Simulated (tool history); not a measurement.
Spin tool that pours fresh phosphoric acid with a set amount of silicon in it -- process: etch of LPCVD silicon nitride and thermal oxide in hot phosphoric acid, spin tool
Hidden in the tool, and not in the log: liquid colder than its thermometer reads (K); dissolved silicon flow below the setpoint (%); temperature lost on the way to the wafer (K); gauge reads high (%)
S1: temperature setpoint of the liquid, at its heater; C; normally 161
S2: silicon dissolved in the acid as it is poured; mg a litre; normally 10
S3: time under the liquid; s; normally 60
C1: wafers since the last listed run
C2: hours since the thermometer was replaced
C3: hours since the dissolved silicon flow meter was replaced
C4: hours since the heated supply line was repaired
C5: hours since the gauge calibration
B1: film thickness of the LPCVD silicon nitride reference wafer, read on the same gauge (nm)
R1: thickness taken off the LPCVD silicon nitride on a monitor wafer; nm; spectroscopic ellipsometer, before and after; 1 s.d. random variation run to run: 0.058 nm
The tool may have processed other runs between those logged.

| run | hour | S1 | S2 | S3 | C1 | C2 | C3 | C4 | C5 | B1 | R1 |
|---|---|---|---|---|---|---|---|---|---|---|---|
| 1 | 0 | 161 | 10 | 60 | 0 | 1331.3 | 231.2 | 2699.7 | 72.6 | 120.01 | 5.25 |
| 2 | 33.3 | 161 | 10 | 60 | 377 | 1364.6 | 264.5 | 2733 | 105.9 | 119.99 | 5.26 |
| 3 | 54.8 | 161 | 15.5 | 60 | 243 | 1386.1 | 286 | 2754.5 | 127.4 | 120.01 | 5.33 |
| 4 | 73.9 | 159.5 | 6 | 45 | 216 | 1405.2 | 305.1 | 2773.6 | 146.5 | 120 | 3.76 |
| 5 | 92.4 | 161 | 10 | 60 | 209 | 1423.7 | 323.6 | 2792.1 | 165 | 120 | 5.29 |
| 6 | 121.9 | 161 | 15 | 60 | 334 | 1453.2 | 353.1 | 2821.6 | 194.5 | 120.02 | 5.37 |
| 7 | 140 | 161 | 10 | 60 | 205 | 1471.3 | 371.2 | 2839.7 | 212.6 | 119.98 | 5.21 |
|  | 141.3 | dissolved silicon flow meter replaced |
| 8 | 170.8 | 158.5 | 6.5 | 40 | 338 | 1502.1 | 29.5 | 2870.5 | 243.4 | 120 | 3.14 |
| 9 | 195.5 | 161 | 12 | 60 | 280 | 1526.8 | 54.2 | 2895.2 | 268.1 | 119.99 | 5.28 |
| 10 | 221.8 | 161 | 10 | 60 | 298 | 1553.1 | 80.5 | 2921.5 | 294.4 | 119.99 | 5.2 |
| 11 | 236.3 | 161 | 15 | 45 | 164 | 1567.6 | 95 | 2936 | 308.9 | 120 | 3.93 |
| 12 | 267.6 | 161 | 10 | 90 | 355 | 1598.9 | 126.3 | 2967.3 | 340.2 | 119.97 | 7.96 |
|  | 270.1 | heated supply line repaired |
| 13 | 288.2 | 161 | 3 | 45 | 222 | 1619.5 | 146.9 | 18.1 | 360.8 | 120 | 4.58 |
| 14 | 300.6 | 159 | 5 | 70 | 140 | 1631.9 | 159.3 | 30.5 | 373.2 | 120 | 6.55 |
|  | 311 | thermometer replaced |
| 15 | 333.1 | 164 | 10 | 60 | 357 | 22.1 | 191.8 | 63 | 405.7 | 120 | 6.63 |
| 16 | 354.4 | 161 | 10 | 60 | 241 | 43.4 | 213.1 | 84.3 | 427 | 120.02 | 6.16 |
| 17 | 378.5 | 162 | 10 | 45 | 273 | 67.5 | 237.2 | 108.4 | 451.1 | 119.99 | 4.71 |
| 18 | 406.1 | 161 | 10 | 25 | 313 | 95.1 | 264.8 | 136 | 478.7 | 120.01 | 2.55 |
| 19 | 440.6 | 161 | 10 | 60 | 391 | 129.6 | 299.3 | 170.5 | 513.2 | 119.98 | 6.02 |
| 20 | 464.2 | 159.5 | 2 | 40 | 267 | 153.2 | 322.9 | 194.1 | 536.8 | 120.02 | 3.86 |
| 21 | 499 | 161 | 4.5 | 45 | 394 | 188 | 357.7 | 228.9 | 571.6 | 119.99 | 4.52 |
| 22 | 530.3 | 163.5 | 17 | 75 | 355 | 219.3 | 389 | 260.2 | 602.9 | 120.02 | 8.07 |

Describe how what the log doesn't record of the tool's condition differs between the last listed run preceding each entry between runs and the first listed run following it.
Run 7 -> run 8: dissolved silicon flow meter replaced (hour 141.3)
  temperature lost on the way to the wafer (K): 4.44 -> 4.49
  measured value less the no-hidden-state value, R1: -0.84 -> -0.56 nm
Run 12 -> run 13: heated supply line repaired (hour 270.1)
  temperature lost on the way to the wafer (K): 4.63 -> 0.158
  measured value less the no-hidden-state value, R1: -1.35 -> -0.02 nm
Run 14 -> run 15: thermometer replaced (hour 311)
  temperature lost on the way to the wafer (K): 0.176 -> 0.222
  measured value less the no-hidden-state value, R1: -0.04 -> -0.05 nm
